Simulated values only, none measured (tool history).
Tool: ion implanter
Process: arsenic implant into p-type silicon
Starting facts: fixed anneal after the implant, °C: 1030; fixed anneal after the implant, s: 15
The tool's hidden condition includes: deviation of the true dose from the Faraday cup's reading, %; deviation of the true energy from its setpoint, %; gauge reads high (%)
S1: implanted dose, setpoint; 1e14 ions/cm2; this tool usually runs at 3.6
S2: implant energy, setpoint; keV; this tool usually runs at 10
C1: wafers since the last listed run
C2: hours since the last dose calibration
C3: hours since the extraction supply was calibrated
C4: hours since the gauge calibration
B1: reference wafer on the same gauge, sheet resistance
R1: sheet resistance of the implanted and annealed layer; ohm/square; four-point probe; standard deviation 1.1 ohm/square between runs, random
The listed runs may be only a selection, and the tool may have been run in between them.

Run 1, hour 0: usual settings but S1 3.29 1e14 ions/cm2; C1 0; C2 1750.6; C3 5840.7; C4 533.6; B1 264.94. Result: R1 282.27 ohm/square.
Run 2, hour 21.4: usual settings; C1 449; C2 1772; C3 5862.1; C4 555; B1 265.09. Result: R1 263.11 ohm/square.
Run 3, hour 45.1: usual settings but S1 4.32 1e14 ions/cm2, S2 9 keV; C1 497; C2 1795.7; C3 5885.8; C4 578.7; B1 264.91. Result: R1 230.49 ohm/square.
Run 4, hour 62.2: usual settings but S1 4.32 1e14 ions/cm2, S2 9 keV; C1 359; C2 1812.8; C3 5902.9; C4 595.8; B1 264.84. Result: R1 233.93 ohm/square.
Run 5, hour 85.7: usual settings but S2 12.5 keV; C1 493; C2 1836.3; C3 5926.4; C4 619.3; B1 265.11. Result: R1 258.11 ohm/square.
Run 6, hour 119.1: usual settings but S2 12.5 keV; C1 701; C2 1869.7; C3 5959.8; C4 652.7; B1 265.01. Result: R1 260.34 ohm/square.
Run 7, hour 153.9: usual settings but S2 12.5 keV; C1 731; C2 1904.5; C3 5994.6; C4 687.5; B1 264.98. Result: R1 258.75 ohm/square.
Run 8, hour 180.4: usual settings; C1 556; C2 1931; C3 6021.1; C4 714; B1 264.73. Result: R1 263.4 ohm/square.
At hour 189.4: extraction supply calibrated.
At hour 197.5: gauge calibrated.
Run 9, hour 212.8: usual settings; C1 512; C2 1963.4; C3 23.4; C4 15.3; B1 265.09. Result: R1 265.36 ohm/square.
Run 10, hour 230.7: usual settings; C1 376; C2 1981.3; C3 41.3; C4 33.2; B1 264.95. Result: R1 263.4 ohm/square.
Run 11, hour 246.3: usual settings; C1 327; C2 1996.9; C3 56.9; C4 48.8; B1 264.9. Result: R1 264.6 ohm/square.
Run 12, hour 265.6: usual settings; C1 405; C2 2016.2; C3 76.2; C4 68.1; B1 265.19. Result: R1 265.07 ohm/square.
Run 13, hour 327.3: usual settings; C1 1296; C2 2077.9; C3 137.9; C4 129.8; B1 265.23. Result: R1 264.63 ohm/square.
Run 14, hour 394.7: usual settings but S2 7 keV; C1 1416; C2 2145.3; C3 205.3; C4 197.2; B1 265.05. Result: R1 270.16 ohm/square.
At hour 422.4: Faraday cup replaced and dose calibrated.
Run 15, hour 423.3: usual settings but S1 4.59 1e14 ions/cm2, S2 8.5 keV; C1 432; C2 0.9; C3 233.9; C4 225.8; B1 264.93. Result: R1 220.93 ohm/square.
Run 16, hour 450.9: usual settings but S1 2.91 1e14 ions/cm2, S2 7.5 keV; C1 579; C2 28.5; C3 261.5; C4 253.4; B1 265. Result: R1 319.17 ohm/square.
Run 17, hour 467: usual settings but S1 3.02 1e14 ions/cm2, S2 13.5 keV; C1 338; C2 44.6; C3 277.6; C4 269.5; B1 265.11. Result: R1 292.58 ohm/square.
Run 18, hour 484.8: usual settings but S1 2.69 1e14 ions/cm2, S2 12 keV; C1 374; C2 62.4; C3 295.4; C4 287.3; B1 265.22. Result: R1 326.2 ohm/square.
Run 19, hour 515.2: usual settings but S2 11 keV; C1 638; C2 92.8; C3 325.8; C4 317.7; B1 265.29. Result: R1 262.88 ohm/square.
Run 20, hour 540.6: usual settings but S1 3.29 1e14 ions/cm2, S2 13 keV; C1 533; C2 118.2; C3 351.2; C4 343.1; B1 264.98. Result: R1 276.38 ohm/square.
Run 21, hour 557.4: usual settings but S1 2.6 1e14 ions/cm2, S2 8.5 keV; C1 352; C2 135; C3 368; C4 359.9; B1 264.75. Result: R1 341.22 ohm/square.
Run 22, hour 585.5: usual settings but S1 4.55 1e14 ions/cm2; C1 590; C2 163.1; C3 396.1; C4 388; B1 265.16. Result: R1 220.41 ohm/square.
Run 23, hour 601.2: usual settings but S1 4.41 1e14 ions/cm2, S2 11.5 keV; C1 329; C2 178.8; C3 411.8; C4 403.7; B1 264.85. Result: R1 224.72 ohm/square.
Run 24, hour 619.4: usual settings but S1 3.12 1e14 ions/cm2, S2 13 keV; C1 382; C2 197; C3 430; C4 421.9; B1 265.06. Result: R1 288.04 ohm/square.
Run 25, hour 652: usual settings; C1 684; C2 229.6; C3 462.6; C4 454.5; B1 264.76. Result: R1 263.51 ohm/square.
Run 26, hour 666.4: usual settings but S1 4.66 1e14 ions/cm2, S2 11 keV; C1 302; C2 244; C3 477; C4 468.9; B1 264.91. Result: R1 214.65 ohm/square.
Run 27, hour 741.8: usual settings but S1 2.77 1e14 ions/cm2, S2 13.5 keV; C1 1584; C2 319.4; C3 552.4; C4 544.3; B1 265.1. Result: R1 313.66 ohm/square.
Run 28, hour 757.7: usual settings but S1 3.18 1e14 ions/cm2, S2 12.5 keV; C1 334; C2 335.3; C3 568.3; C4 560.2; B1 265.37. Result: R1 285.13 ohm/square.
At hour 782.6: gauge calibrated.
Run 29, hour 791.1: usual settings but S1 4.19 1e14 ions/cm2, S2 11.5 keV; C1 701; C2 368.7; C3 601.7; C4 8.5; B1 265.1. Result: R1 232.39 ohm/square.
Run 30, hour 826.7: usual settings but S1 4.25 1e14 ions/cm2; C1 748; C2 404.3; C3 637.3; C4 44.1; B1 264.96. Result: R1 232.28 ohm/square.
Run 31, hour 847.6: usual settings; C1 439; C2 425.2; C3 658.2; C4 65; B1 264.87. Result: R1 263.25 ohm/square.
Run 32, hour 865.1: usual settings; C1 367; C2 442.7; C3 675.7; C4 82.5; B1 265.03. Result: R1 263.97 ohm/square.
Run 33, hour 893.8: usual settings but S1 3.24 1e14 ions/cm2, S2 8.5 keV; C1 603; C2 471.4; C3 704.4; C4 111.2; B1 265.11. Result: R1 289.52 ohm/square.
Run 34, hour 921.3: usual settings but S1 4.3 1e14 ions/cm2; C1 577; C2 498.9; C3 731.9; C4 138.7; B1 264.9. Result: R1 230.6 ohm/square.
Run 35, hour 939.9: usual settings; C1 390; C2 517.5; C3 750.5; C4 157.3; B1 265.05. Result: R1 264.28 ohm/square.
Run 36, hour 964.2: usual settings but S1 3.91 1e14 ions/cm2, S2 11 keV; C1 510; C2 541.8; C3 774.8; C4 181.6; B1 265.2. Result: R1 246.45 ohm/square.
Run 37, hour 983.2: usual settings; C1 399; C2 560.8; C3 793.8; C4 200.6; B1 264.93. Result: R1 264.12 ohm/square.
Run 38, hour 1016.3: usual settings; C1 695; C2 593.9; C3 826.9; C4 233.7; B1 265.11. Result: R1 264.17 ohm/square.

What was the tool's hidden state at every run in the log?
deviation of the true dose from the Faraday cup's reading, %: 0 at every run
deviation of the true energy from its setpoint, %: 0 at every run
gauge reads high (%): 0 at every run
